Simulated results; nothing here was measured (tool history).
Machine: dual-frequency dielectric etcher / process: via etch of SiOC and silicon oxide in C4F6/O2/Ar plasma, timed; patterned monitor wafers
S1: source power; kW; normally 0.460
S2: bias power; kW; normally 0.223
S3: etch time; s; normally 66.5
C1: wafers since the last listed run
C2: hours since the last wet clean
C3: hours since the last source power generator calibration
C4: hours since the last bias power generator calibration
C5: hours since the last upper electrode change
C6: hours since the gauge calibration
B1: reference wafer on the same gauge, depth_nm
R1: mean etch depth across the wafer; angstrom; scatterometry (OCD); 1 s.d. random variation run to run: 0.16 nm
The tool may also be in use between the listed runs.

{"run": 1, "hour": 0.0, "S1": 0.46, "S2": 0.261, "S3": 66.5, "C1": 0, "C2": 63.5, "C3": 3276.8, "C4": 3271.0, "C5": 3517.3, "C6": 1084.9, "B1": 76.7, "R1": 979}
{"run": 2, "hour": 24.2, "S1": 0.46, "S2": 0.223, "S3": 62.5, "C1": 372, "C2": 87.7, "C3": 3301.0, "C4": 3295.2, "C5": 3541.5, "C6": 1109.1, "B1": 76.7, "R1": 866}
{"run": 3, "hour": 59.3, "S1": 0.46, "S2": 0.223, "S3": 54.5, "C1": 540, "C2": 122.8, "C3": 3336.1, "C4": 3330.3, "C5": 3576.6, "C6": 1144.2, "B1": 76.7, "R1": 761}
{"run": 4, "hour": 90.1, "S1": 0.46, "S2": 0.223, "S3": 54.5, "C1": 473, "C2": 153.6, "C3": 3366.9, "C4": 3361.1, "C5": 3607.4, "C6": 1175.0, "B1": 76.7, "R1": 759}
{"run": 5, "hour": 235.2, "S1": 0.46, "S2": 0.223, "S3": 66.5, "C1": 2233, "C2": 298.7, "C3": 3512.0, "C4": 3506.2, "C5": 3752.5, "C6": 1320.1, "B1": 76.7, "R1": 933}
{"run": 6, "hour": 300.7, "S1": 0.46, "S2": 0.223, "S3": 66.5, "C1": 1008, "C2": 364.2, "C3": 3577.5, "C4": 3571.7, "C5": 3818.0, "C6": 1385.6, "B1": 76.7, "R1": 938}
{"hour": 352.7, "done": "wet clean of the chamber"}
{"run": 7, "hour": 419.7, "S1": 0.46, "S2": 0.223, "S3": 66.5, "C1": 1461, "C2": 67.0, "C3": 3696.5, "C4": 3690.7, "C5": 3937.0, "C6": 1504.6, "B1": 76.7, "R1": 925}
{"run": 8, "hour": 458.3, "S1": 0.46, "S2": 0.223, "S3": 66.5, "C1": 594, "C2": 105.6, "C3": 3735.1, "C4": 3729.3, "C5": 3975.6, "C6": 1543.2, "B1": 76.7, "R1": 927}
{"run": 9, "hour": 513.8, "S1": 0.46, "S2": 0.223, "S3": 66.5, "C1": 854, "C2": 161.1, "C3": 3790.6, "C4": 3784.8, "C5": 4031.1, "C6": 1598.7, "B1": 76.7, "R1": 924}
{"hour": 567.5, "done": "upper electrode replaced"}
{"hour": 581.6, "done": "bias power generator calibrated"}
{"run": 10, "hour": 604.3, "S1": 0.46, "S2": 0.223, "S3": 53.5, "C1": 961, "C2": 251.6, "C3": 3881.1, "C4": 22.7, "C5": 36.8, "C6": 1689.2, "B1": 76.7, "R1": 749}
{"hour": 638.6, "done": "gauge calibrated"}
{"run": 11, "hour": 664.1, "S1": 0.46, "S2": 0.223, "S3": 53.5, "C1": 920, "C2": 311.4, "C3": 3940.9, "C4": 82.5, "C5": 96.6, "C6": 25.5, "B1": 76.7, "R1": 749}
{"run": 12, "hour": 721.0, "S1": 0.46, "S2": 0.223, "S3": 66.5, "C1": 875, "C2": 368.3, "C3": 3997.8, "C4": 139.4, "C5": 153.5, "C6": 82.4, "B1": 76.8, "R1": 938}
{"hour": 797.1, "done": "wet clean of the chamber"}
{"run": 13, "hour": 797.6, "S1": 0.54, "S2": 0.242, "S3": 66.5, "C1": 809, "C2": 0.5, "C3": 4074.4, "C4": 216.0, "C5": 230.1, "C6": 159.0, "B1": 76.7, "R1": 1003}
{"run": 14, "hour": 816.6, "S1": 0.46, "S2": 0.223, "S3": 66.5, "C1": 292, "C2": 19.5, "C3": 4093.4, "C4": 235.0, "C5": 249.1, "C6": 178.0, "B1": 76.7, "R1": 923}
{"run": 15, "hour": 846.0, "S1": 0.46, "S2": 0.223, "S3": 66.5, "C1": 452, "C2": 48.9, "C3": 4122.8, "C4": 264.4, "C5": 278.5, "C6": 207.4, "B1": 76.7, "R1": 920}
{"run": 16, "hour": 877.3, "S1": 0.55, "S2": 0.256, "S3": 47.5, "C1": 481, "C2": 80.2, "C3": 4154.1, "C4": 295.7, "C5": 309.8, "C6": 238.7, "B1": 76.8, "R1": 741}
{"run": 17, "hour": 929.1, "S1": 0.46, "S2": 0.192, "S3": 46.5, "C1": 797, "C2": 132.0, "C3": 4205.9, "C4": 347.5, "C5": 361.6, "C6": 290.5, "B1": 76.8, "R1": 610}
{"run": 18, "hour": 965.1, "S1": 0.46, "S2": 0.223, "S3": 66.5, "C1": 554, "C2": 168.0, "C3": 4241.9, "C4": 383.5, "C5": 397.6, "C6": 326.5, "B1": 76.8, "R1": 924}
{"run": 19, "hour": 1008.8, "S1": 0.46, "S2": 0.223, "S3": 66.5, "C1": 672, "C2": 211.7, "C3": 4285.6, "C4": 427.2, "C5": 441.3, "C6": 370.2, "B1": 76.7, "R1": 928}
{"run": 20, "hour": 1072.1, "S1": 0.46, "S2": 0.223, "S3": 66.5, "C1": 974, "C2": 275.0, "C3": 4348.9, "C4": 490.5, "C5": 504.6, "C6": 433.5, "B1": 76.7, "R1": 932}
{"run": 21, "hour": 1100.6, "S1": 0.53, "S2": 0.241, "S3": 66.5, "C1": 438, "C2": 303.5, "C3": 4377.4, "C4": 519.0, "C5": 533.1, "C6": 462.0, "B1": 76.7, "R1": 1013}
{"run": 22, "hour": 1137.1, "S1": 0.46, "S2": 0.223, "S3": 49.0, "C1": 561, "C2": 340.0, "C3": 4413.9, "C4": 555.5, "C5": 569.6, "C6": 498.5, "B1": 76.7, "R1": 687}
{"hour": 1162.3, "done": "source power generator calibrated"}
{"run": 23, "hour": 1205.6, "S1": 0.42, "S2": 0.223, "S3": 66.5, "C1": 992, "C2": 408.5, "C3": 43.3, "C4": 624.0, "C5": 638.1, "C6": 567.0, "B1": 76.7, "R1": 893}
{"hour": 1247.1, "done": "wet clean of the chamber"}
{"run": 24, "hour": 1247.6, "S1": 0.55, "S2": 0.223, "S3": 58.5, "C1": 277, "C2": 0.5, "C3": 85.3, "C4": 666.0, "C5": 680.1, "C6": 609.0, "B1": 76.7, "R1": 848}
{"run": 25, "hour": 1303.1, "S1": 0.51, "S2": 0.242, "S3": 86.5, "C1": 854, "C2": 56.0, "C3": 140.8, "C4": 721.5, "C5": 735.6, "C6": 664.5, "B1": 76.7, "R1": 1262}
{"run": 26, "hour": 1394.2, "S1": 0.46, "S2": 0.223, "S3": 66.5, "C1": 1401, "C2": 147.1, "C3": 231.9, "C4": 812.6, "C5": 826.7, "C6": 755.6, "B1": 76.7, "R1": 911}
{"run": 27, "hour": 1434.8, "S1": 0.46, "S2": 0.223, "S3": 66.5, "C1": 624, "C2": 187.7, "C3": 272.5, "C4": 853.2, "C5": 867.3, "C6": 796.2, "B1": 76.7, "R1": 916}
{"run": 28, "hour": 1461.4, "S1": 0.46, "S2": 0.223, "S3": 84.5, "C1": 409, "C2": 214.3, "C3": 299.1, "C4": 879.8, "C5": 893.9, "C6": 822.8, "B1": 76.6, "R1": 1166}
{"run": 29, "hour": 1486.5, "S1": 0.35, "S2": 0.223, "S3": 76.0, "C1": 386, "C2": 239.4, "C3": 324.2, "C4": 904.9, "C5": 919.0, "C6": 847.9, "B1": 76.7, "R1": 953}
{"run": 30, "hour": 1521.0, "S1": 0.51, "S2": 0.169, "S3": 66.5, "C1": 530, "C2": 273.9, "C3": 358.7, "C4": 939.4, "C5": 953.5, "C6": 882.4, "B1": 76.7, "R1": 857}
{"run": 31, "hour": 1554.4, "S1": 0.46, "S2": 0.223, "S3": 66.5, "C1": 514, "C2": 307.3, "C3": 392.1, "C4": 972.8, "C5": 986.9, "C6": 915.8, "B1": 76.7, "R1": 921}

Below, some changes in R1 between adjacent runs. For each, the amount present without the hidden state too (settings, incoming material, random variation) and the amount remaining for the hidden state with gauge scatter not shared by both compared results:
Hidden state at play: etch rate over this chamber's usual, %; source power that arrives over what is set, %; bias power that arrives over what is set, %; gauge reads high (%).
Run 6 -> 7: wet clean of the chamber. R1 -13 angstrom: hidden state -12, all else -1.
Run 12 -> 13: S1 0.460 -> 0.540, S2 0.223 -> 0.242, wet clean of the chamber. R1 +65 angstrom: hidden state -16, all else +81.
Run 21 -> 22: S1 0.530 -> 0.460, S2 0.241 -> 0.223, S3 66.5 -> 49.0. R1 -326 angstrom: hidden state -9, all else -317.
Run 23 -> 24: S1 0.420 -> 0.550, S3 66.5 -> 58.5, wet clean of the chamber. R1 -45 angstrom: hidden state -16, all else -29.
Run 24 -> 25: S1 0.550 -> 0.510, S2 0.223 -> 0.242, S3 58.5 -> 86.5. R1 +414 angstrom: hidden state +5, all else +409.
Run 25 -> 26: S1 0.510 -> 0.460, S2 0.242 -> 0.223, S3 86.5 -> 66.5. R1 -351 angstrom: hidden state +3, all else -354.
